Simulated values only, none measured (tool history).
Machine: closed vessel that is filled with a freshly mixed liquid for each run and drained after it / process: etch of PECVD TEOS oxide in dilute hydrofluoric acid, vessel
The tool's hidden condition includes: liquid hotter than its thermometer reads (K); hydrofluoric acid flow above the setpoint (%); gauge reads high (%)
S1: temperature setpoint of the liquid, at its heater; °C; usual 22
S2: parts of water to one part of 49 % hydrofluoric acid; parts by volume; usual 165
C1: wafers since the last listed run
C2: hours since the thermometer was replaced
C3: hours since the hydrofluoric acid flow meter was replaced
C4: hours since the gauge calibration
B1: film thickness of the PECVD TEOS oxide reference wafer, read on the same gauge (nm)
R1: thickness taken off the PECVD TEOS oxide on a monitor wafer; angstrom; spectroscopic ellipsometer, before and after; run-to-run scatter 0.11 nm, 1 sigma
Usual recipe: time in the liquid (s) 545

{"run": 1, "day": 0.0, "S1": 22, "S2": 165, "time in the liquid (s)": 545, "C1": 0, "C2": 1468.7, "C3": 242.2, "C4": 4384.7, "B1": 90, "R1": 381.9}
{"run": 2, "day": 3.088, "S1": 22, "S2": 165, "time in the liquid (s)": 380, "C1": 4857, "C2": 1542.8, "C3": 316.3, "C4": 4458.8, "B1": 90.01, "R1": 266.2}
{"run": 3, "day": 5.208, "S1": 22, "S2": 165, "time in the liquid (s)": 545, "C1": 3336, "C2": 1593.7, "C3": 367.2, "C4": 4509.7, "B1": 90.06, "R1": 384.1}
{"run": 4, "day": 9.15, "S1": 22, "S2": 165, "time in the liquid (s)": 545, "C1": 6200, "C2": 1688.3, "C3": 461.8, "C4": 4604.3, "B1": 89.99, "R1": 385}
{"day": 11.183, "done": "thermometer replaced"}
{"day": 11.658, "done": "gauge calibrated"}
{"run": 5, "day": 13.379, "S1": 22, "S2": 165, "time in the liquid (s)": 545, "C1": 6587, "C2": 52.7, "C3": 563.3, "C4": 41.3, "B1": 90.01, "R1": 369.9}
{"run": 6, "day": 15.346, "S1": 22, "S2": 165, "time in the liquid (s)": 545, "C1": 3093, "C2": 99.9, "C3": 610.5, "C4": 88.5, "B1": 90.01, "R1": 369.1}
{"run": 7, "day": 18.367, "S1": 22, "S2": 165, "time in the liquid (s)": 545, "C1": 4752, "C2": 172.4, "C3": 683, "C4": 161, "B1": 90, "R1": 371.3}
{"run": 8, "day": 21.925, "S1": 19.5, "S2": 130, "time in the liquid (s)": 690, "C1": 5597, "C2": 257.8, "C3": 768.4, "C4": 246.4, "B1": 90.05, "R1": 559.2}
{"run": 9, "day": 25.625, "S1": 27, "S2": 125, "time in the liquid (s)": 760, "C1": 5820, "C2": 346.6, "C3": 857.2, "C4": 335.2, "B1": 89.98, "R1": 870}
{"day": 28.375, "done": "hydrofluoric acid flow meter replaced"}
{"run": 10, "day": 28.442, "S1": 22, "S2": 165, "time in the liquid (s)": 545, "C1": 4365, "C2": 414.2, "C3": 1.6, "C4": 402.8, "B1": 89.97, "R1": 373.1}
{"run": 11, "day": 32.754, "S1": 22, "S2": 165, "time in the liquid (s)": 545, "C1": 6784, "C2": 517.7, "C3": 105.1, "C4": 506.3, "B1": 89.96, "R1": 372.9}
{"run": 12, "day": 34.954, "S1": 22, "S2": 165, "time in the liquid (s)": 545, "C1": 3460, "C2": 570.5, "C3": 157.9, "C4": 559.1, "B1": 89.99, "R1": 376.1}
{"run": 13, "day": 47.912, "S1": 18, "S2": 205, "time in the liquid (s)": 545, "C1": 20385, "C2": 881.5, "C3": 468.9, "C4": 870.1, "B1": 90.01, "R1": 247.5}
{"run": 14, "day": 55.983, "S1": 24, "S2": 105, "time in the liquid (s)": 545, "C1": 12696, "C2": 1075.2, "C3": 662.6, "C4": 1063.8, "B1": 90.03, "R1": 693.5}
{"run": 15, "day": 60.396, "S1": 18, "S2": 195, "time in the liquid (s)": 545, "C1": 6941, "C2": 1181.1, "C3": 768.5, "C4": 1169.7, "B1": 90.04, "R1": 266.1}
{"run": 16, "day": 62.425, "S1": 25.5, "S2": 165, "time in the liquid (s)": 545, "C1": 3192, "C2": 1229.8, "C3": 817.2, "C4": 1218.4, "B1": 90, "R1": 429.7}
{"day": 63.938, "done": "hydrofluoric acid flow meter replaced"}
{"run": 17, "day": 64.683, "S1": 22, "S2": 165, "time in the liquid (s)": 430, "C1": 3487, "C2": 1284, "C3": 17.9, "C4": 1272.6, "B1": 90, "R1": 300.3}
{"run": 18, "day": 67.062, "S1": 18.5, "S2": 90, "time in the liquid (s)": 780, "C1": 3742, "C2": 1341.1, "C3": 75, "C4": 1329.7, "B1": 89.98, "R1": 938.5}
{"run": 19, "day": 71.025, "S1": 22, "S2": 165, "time in the liquid (s)": 545, "C1": 6233, "C2": 1436.2, "C3": 170.1, "C4": 1424.8, "B1": 90.03, "R1": 380.1}
{"run": 20, "day": 77.629, "S1": 25.5, "S2": 120, "time in the liquid (s)": 655, "C1": 10389, "C2": 1594.7, "C3": 328.6, "C4": 1583.3, "B1": 89.97, "R1": 762}
{"run": 21, "day": 80.529, "S1": 22, "S2": 190, "time in the liquid (s)": 745, "C1": 4562, "C2": 1664.3, "C3": 398.2, "C4": 1652.9, "B1": 89.99, "R1": 441.8}
{"run": 22, "day": 82.517, "S1": 22, "S2": 165, "time in the liquid (s)": 545, "C1": 3126, "C2": 1712, "C3": 445.9, "C4": 1700.6, "B1": 90.04, "R1": 384.6}
{"day": 86.175, "done": "thermometer replaced"}
{"run": 23, "day": 86.938, "S1": 26, "S2": 235, "time in the liquid (s)": 545, "C1": 6889, "C2": 18.3, "C3": 552, "C4": 1806.7, "B1": 90.05, "R1": 278.9}
{"run": 24, "day": 90.042, "S1": 22, "S2": 165, "time in the liquid (s)": 545, "C1": 4883, "C2": 92.8, "C3": 626.5, "C4": 1881.2, "B1": 90.02, "R1": 369.7}
{"run": 25, "day": 91.654, "S1": 22, "S2": 165, "time in the liquid (s)": 545, "C1": 2536, "C2": 131.5, "C3": 665.2, "C4": 1919.9, "B1": 89.99, "R1": 371.6}
{"run": 26, "day": 94.512, "S1": 24.5, "S2": 165, "time in the liquid (s)": 545, "C1": 4496, "C2": 200.1, "C3": 733.8, "C4": 1988.5, "B1": 89.97, "R1": 408.2}
{"run": 27, "day": 98.767, "S1": 22, "S2": 165, "time in the liquid (s)": 545, "C1": 6692, "C2": 302.2, "C3": 835.9, "C4": 2090.6, "B1": 89.99, "R1": 370.3}
{"day": 100.442, "done": "hydrofluoric acid flow meter replaced"}
{"run": 28, "day": 101.5, "S1": 18.5, "S2": 100, "time in the liquid (s)": 720, "C1": 4234, "C2": 367.8, "C3": 25.4, "C4": 2156.2, "B1": 89.97, "R1": 757.9}
{"run": 29, "day": 103.496, "S1": 22, "S2": 230, "time in the liquid (s)": 810, "C1": 3139, "C2": 415.7, "C3": 73.3, "C4": 2204.1, "B1": 90.01, "R1": 373.6}
{"run": 30, "day": 107.512, "S1": 23.5, "S2": 85, "time in the liquid (s)": 700, "C1": 6318, "C2": 512.1, "C3": 169.7, "C4": 2300.5, "B1": 90.01, "R1": 1084.9}
{"run": 31, "day": 109.221, "S1": 22, "S2": 165, "time in the liquid (s)": 545, "C1": 2687, "C2": 553.1, "C3": 210.7, "C4": 2341.5, "B1": 89.99, "R1": 373.2}
{"run": 32, "day": 111.658, "S1": 17, "S2": 115, "time in the liquid (s)": 665, "C1": 3834, "C2": 611.6, "C3": 269.2, "C4": 2400, "B1": 89.97, "R1": 565.4}

What if the next run were any one of these 5? Each begins from the tool's condition after run 32:
{"run": "A", "day": 111.692, "S1": 22, "S2": 90, "time in the liquid (s)": 545, "C1": 52, "C2": 612.4, "C3": 270, "C4": 2400.8, "B1": "?", "R1": "?"}
{"run": "B", "day": 111.692, "S1": 20.5, "S2": 165, "time in the liquid (s)": 545, "C1": 52, "C2": 612.4, "C3": 270, "C4": 2400.8, "B1": "?", "R1": "?"}
{"run": "C", "day": 111.692, "S1": 20, "S2": 190, "time in the liquid (s)": 305, "C1": 52, "C2": 612.4, "C3": 270, "C4": 2400.8, "B1": "?", "R1": "?"}
{"run": "D", "day": 111.692, "S1": 17.5, "S2": 230, "time in the liquid (s)": 830, "C1": 52, "C2": 612.4, "C3": 270, "C4": 2400.8, "B1": "?", "R1": "?"}
{"run": "E", "day": 111.692, "S1": 25.5, "S2": 165, "time in the liquid (s)": 660, "C1": 52, "C2": 612.4, "C3": 270, "C4": 2400.8, "B1": "?", "R1": "?"}

run=A B1=89.98 R1=745.8
run=B B1=89.98 R1=352.4
run=C B1=89.98 R1=163.7
run=D B1=89.98 R1=321.6
run=E B1=89.98 R1=516.3
Had the tool no hidden state, the same runs would have come out as:
run=A R1=733.5
run=B R1=346.8
run=C R1=161.2
run=D R1=316.5
run=E R1=508.5
